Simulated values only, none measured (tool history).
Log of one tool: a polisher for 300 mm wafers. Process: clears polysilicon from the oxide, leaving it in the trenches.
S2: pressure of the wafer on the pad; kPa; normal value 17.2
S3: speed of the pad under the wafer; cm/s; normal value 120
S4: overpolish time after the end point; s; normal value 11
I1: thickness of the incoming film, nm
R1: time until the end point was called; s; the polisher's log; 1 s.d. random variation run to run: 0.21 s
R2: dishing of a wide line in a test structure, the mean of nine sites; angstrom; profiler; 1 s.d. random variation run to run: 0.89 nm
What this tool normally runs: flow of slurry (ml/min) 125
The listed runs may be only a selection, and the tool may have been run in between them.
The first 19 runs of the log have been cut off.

{"hour": 545.1, "done": "worn pad replaced by a new one"}
{"run": 20, "hour": 547.3, "flow of slurry (ml/min)": 125, "S2": 17.2, "S3": 120, "S4": 11, "I1": 402.6, "R1": 24.1, "R2": 588}
{"run": 21, "hour": 632.3, "flow of slurry (ml/min)": 125, "S2": 17.2, "S3": 84, "S4": 8, "I1": 398.5, "R1": 32.3, "R2": 504}
{"run": 22, "hour": 666.1, "flow of slurry (ml/min)": 125, "S2": 17.2, "S3": 132, "S4": 11, "I1": 392, "R1": 22.2, "R2": 612}
{"hour": 686.6, "done": "head pressure recalibrated"}
{"run": 23, "hour": 701.4, "flow of slurry (ml/min)": 125, "S2": 17.2, "S3": 132, "S4": 11, "I1": 407.1, "R1": 23.2, "R2": 598}
{"run": 24, "hour": 716.1, "flow of slurry (ml/min)": 125, "S2": 17.2, "S3": 88, "S4": 8, "I1": 399.6, "R1": 32.6, "R2": 514}
{"run": 25, "hour": 731.2, "flow of slurry (ml/min)": 125, "S2": 17.2, "S3": 120, "S4": 6, "I1": 400.4, "R1": 24.9, "R2": 507}
{"run": 26, "hour": 761.1, "flow of slurry (ml/min)": 165, "S2": 21.4, "S3": 100, "S4": 16, "I1": 404.6, "R1": 23.6, "R2": 633}
{"run": 27, "hour": 782.7, "flow of slurry (ml/min)": 125, "S2": 17.2, "S3": 148, "S4": 16, "I1": 398.3, "R1": 21.9, "R2": 638}
{"hour": 803.4, "done": "worn pad replaced by a new one"}
{"run": 28, "hour": 811.7, "flow of slurry (ml/min)": 140, "S2": 20.7, "S3": 120, "S4": 4, "I1": 407.3, "R1": 19.4, "R2": 463}
{"run": 29, "hour": 836.1, "flow of slurry (ml/min)": 125, "S2": 17.2, "S3": 134, "S4": 13, "I1": 404, "R1": 21.6, "R2": 613}
{"run": 30, "hour": 935.1, "flow of slurry (ml/min)": 105, "S2": 21.4, "S3": 134, "S4": 13, "I1": 396.9, "R1": 18.2, "R2": 612}
{"run": 31, "hour": 968.3, "flow of slurry (ml/min)": 125, "S2": 17.2, "S3": 120, "S4": 11, "I1": 402, "R1": 24.5, "R2": 592}
{"run": 32, "hour": 999.0, "flow of slurry (ml/min)": 125, "S2": 17.2, "S3": 120, "S4": 11, "I1": 395.6, "R1": 24.7, "R2": 580}
{"run": 33, "hour": 1030.7, "flow of slurry (ml/min)": 95, "S2": 15.2, "S3": 120, "S4": 13, "I1": 396.1, "R1": 30.7, "R2": 586}
{"run": 34, "hour": 1063.2, "flow of slurry (ml/min)": 125, "S2": 17.2, "S3": 120, "S4": 11, "I1": 392.2, "R1": 25.3, "R2": 582}
{"run": 35, "hour": 1097.6, "flow of slurry (ml/min)": 145, "S2": 22.8, "S3": 136, "S4": 6, "I1": 401.9, "R1": 17.7, "R2": 576}

Each row is a separate what-if for the run after 35, all from the same tool condition, not one after another. Results?
{"run": "A", "hour": 1098.0, "flow of slurry (ml/min)": 125, "S2": 17.2, "S3": 120, "S4": 11, "I1": 401.7, "R1": "?", "R2": "?"}
{"run": "B", "hour": 1098.0, "flow of slurry (ml/min)": 125, "S2": 17.2, "S3": 92, "S4": 7, "I1": 401.7, "R1": "?", "R2": "?"}
{"run": "C", "hour": 1098.0, "flow of slurry (ml/min)": 95, "S2": 17.2, "S3": 156, "S4": 15, "I1": 401.7, "R1": "?", "R2": "?"}
{"run": "D", "hour": 1098.0, "flow of slurry (ml/min)": 100, "S2": 20, "S3": 120, "S4": 11, "I1": 401.7, "R1": "?", "R2": "?"}

run=A R1=27 R2=590
run=B R1=33.7 R2=474
run=C R1=22.8 R2=623
run=D R1=24.4 R2=600
Had the tool no hidden state, the same runs would have come out as:
run=A R1=23.8 R2=603
run=B R1=29.6 R2=501
run=C R1=20.1 R2=627
run=D R1=21.4 R2=611
